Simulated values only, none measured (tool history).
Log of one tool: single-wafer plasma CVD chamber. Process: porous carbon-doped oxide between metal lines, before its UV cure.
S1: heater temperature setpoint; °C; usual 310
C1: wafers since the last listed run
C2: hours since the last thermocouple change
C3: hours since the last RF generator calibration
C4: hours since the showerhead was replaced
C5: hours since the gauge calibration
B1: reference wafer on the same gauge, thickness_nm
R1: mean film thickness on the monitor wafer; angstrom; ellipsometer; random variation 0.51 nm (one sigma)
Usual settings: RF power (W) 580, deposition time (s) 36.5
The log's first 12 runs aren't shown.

run 13 hour=294.1 | S1=310 RF_power_(W)=580 deposition_time_(s)=36.5 | C1=670 C2=2715.7 C3=979 C4=4532.1 C5=755 | B1=161.011 | R1=1937.64
-- hour=312.9 RF generator calibrated
run 14 hour=325.4 | S1=310 RF_power_(W)=580 deposition_time_(s)=36.5 | C1=436 C2=2747 C3=12.5 C4=4563.4 C5=786.3 | B1=161.054 | R1=1930.37
-- hour=355.7 thermocouple changed; heater temperature recalibrated
run 15 hour=356.2 | S1=310 RF_power_(W)=580 deposition_time_(s)=33.2 | C1=426 C2=0.5 C3=43.3 C4=4594.2 C5=817.1 | B1=160.934 | R1=1732.11
run 16 hour=376.3 | S1=320 RF_power_(W)=580 deposition_time_(s)=36.5 | C1=376 C2=20.6 C3=63.4 C4=4614.3 C5=837.2 | B1=160.944 | R1=1811.73
run 17 hour=409.5 | S1=310 RF_power_(W)=580 deposition_time_(s)=30.8 | C1=621 C2=53.8 C3=96.6 C4=4647.5 C5=870.4 | B1=161.006 | R1=1612.67
run 18 hour=435.4 | S1=318 RF_power_(W)=475 deposition_time_(s)=42.3 | C1=484 C2=79.7 C3=122.5 C4=4673.4 C5=896.3 | B1=161.045 | R1=1809.25
run 19 hour=468.1 | S1=300 RF_power_(W)=525 deposition_time_(s)=31.8 | C1=612 C2=112.4 C3=155.2 C4=4706.1 C5=929 | B1=161.013 | R1=1606.34
run 20 hour=496.6 | S1=310 RF_power_(W)=580 deposition_time_(s)=41.6 | C1=533 C2=140.9 C3=183.7 C4=4734.6 C5=957.5 | B1=160.905 | R1=2144.14
run 21 hour=509.1 | S1=310 RF_power_(W)=475 deposition_time_(s)=36.5 | C1=234 C2=153.4 C3=196.2 C4=4747.1 C5=970 | B1=160.964 | R1=1616.44
run 22 hour=523.7 | S1=303 RF_power_(W)=525 deposition_time_(s)=40.8 | C1=273 C2=168 C3=210.8 C4=4761.7 C5=984.6 | B1=161.021 | R1=2024.63
run 23 hour=536.4 | S1=301 RF_power_(W)=580 deposition_time_(s)=36.5 | C1=237 C2=180.7 C3=223.5 C4=4774.4 C5=997.3 | B1=161.046 | R1=1979.89
run 24 hour=548.9 | S1=316 RF_power_(W)=550 deposition_time_(s)=38.4 | C1=234 C2=193.2 C3=236 C4=4786.9 C5=1009.8 | B1=161.07 | R1=1863.5
-- hour=567.9 thermocouple changed; heater temperature recalibrated, repeated, since the last time left the tool worse
run 25 hour=568.4 | S1=310 RF_power_(W)=580 deposition_time_(s)=41.6 | C1=215 C2=0.5 C3=255.5 C4=4806.4 C5=1029.3 | B1=160.92 | R1=2225.2
-- hour=576.9 showerhead replaced
run 26 hour=594.8 | S1=310 RF_power_(W)=580 deposition_time_(s)=36.5 | C1=344 C2=26.9 C3=281.9 C4=17.9 C5=1055.7 | B1=160.939 | R1=1964.37
-- hour=620.5 gauge calibrated
run 27 hour=630.6 | S1=319 RF_power_(W)=510 deposition_time_(s)=30.6 | C1=670 C2=62.7 C3=317.7 C4=53.7 C5=10.1 | B1=160.943 | R1=1442.53
run 28 hour=644 | S1=310 RF_power_(W)=580 deposition_time_(s)=36.5 | C1=250 C2=76.1 C3=331.1 C4=67.1 C5=23.5 | B1=161.008 | R1=1959.45
run 29 hour=751.6 | S1=310 RF_power_(W)=580 deposition_time_(s)=36.5 | C1=2014 C2=183.7 C3=438.7 C4=174.7 C5=131.1 | B1=160.987 | R1=1961.19
run 30 hour=769.1 | S1=306 RF_power_(W)=580 deposition_time_(s)=36.5 | C1=327 C2=201.2 C3=456.2 C4=192.2 C5=148.6 | B1=160.993 | R1=1991.52
run 31 hour=788.7 | S1=302 RF_power_(W)=500 deposition_time_(s)=33 | C1=366 C2=220.8 C3=475.8 C4=211.8 C5=168.2 | B1=160.999 | R1=1643.51
run 32 hour=812.4 | S1=310 RF_power_(W)=470 deposition_time_(s)=36.5 | C1=443 C2=244.5 C3=499.5 C4=235.5 C5=191.9 | B1=160.961 | R1=1665.67
run 33 hour=832.9 | S1=310 RF_power_(W)=580 deposition_time_(s)=40.2 | C1=383 C2=265 C3=520 C4=256 C5=212.4 | B1=160.987 | R1=2150.83

5 ways to go on from here, each from the tool as it stands after run 33. What would each give?
run A hour=833.3 | S1=310 RF_power_(W)=625 deposition_time_(s)=36.5 | C1=7 C2=265.4 C3=520.4 C4=256.4 C5=212.8 | B1=? | R1=?
run B hour=833.3 | S1=297 RF_power_(W)=480 deposition_time_(s)=34 | C1=7 C2=265.4 C3=520.4 C4=256.4 C5=212.8 | B1=? | R1=?
run C hour=833.3 | S1=320 RF_power_(W)=610 deposition_time_(s)=36.5 | C1=7 C2=265.4 C3=520.4 C4=256.4 C5=212.8 | B1=? | R1=?
run D hour=833.3 | S1=315 RF_power_(W)=620 deposition_time_(s)=32.3 | C1=7 C2=265.4 C3=520.4 C4=256.4 C5=212.8 | B1=? | R1=?
run E hour=833.3 | S1=310 RF_power_(W)=660 deposition_time_(s)=36.5 | C1=7 C2=265.4 C3=520.4 C4=256.4 C5=212.8 | B1=? | R1=?

run=A B1=161.031 R1=2063.85
run=B B1=161.031 R1=1673.49
run=C B1=161.031 R1=1935.97
run=D B1=161.031 R1=1780.04
run=E B1=161.031 R1=2148.39
Without the tool's hidden state the same runs would have given:
run=A R1=2066.23
run=B R1=1675.6
run=C R1=1938.14
run=D R1=1782.06
run=E R1=2150.87
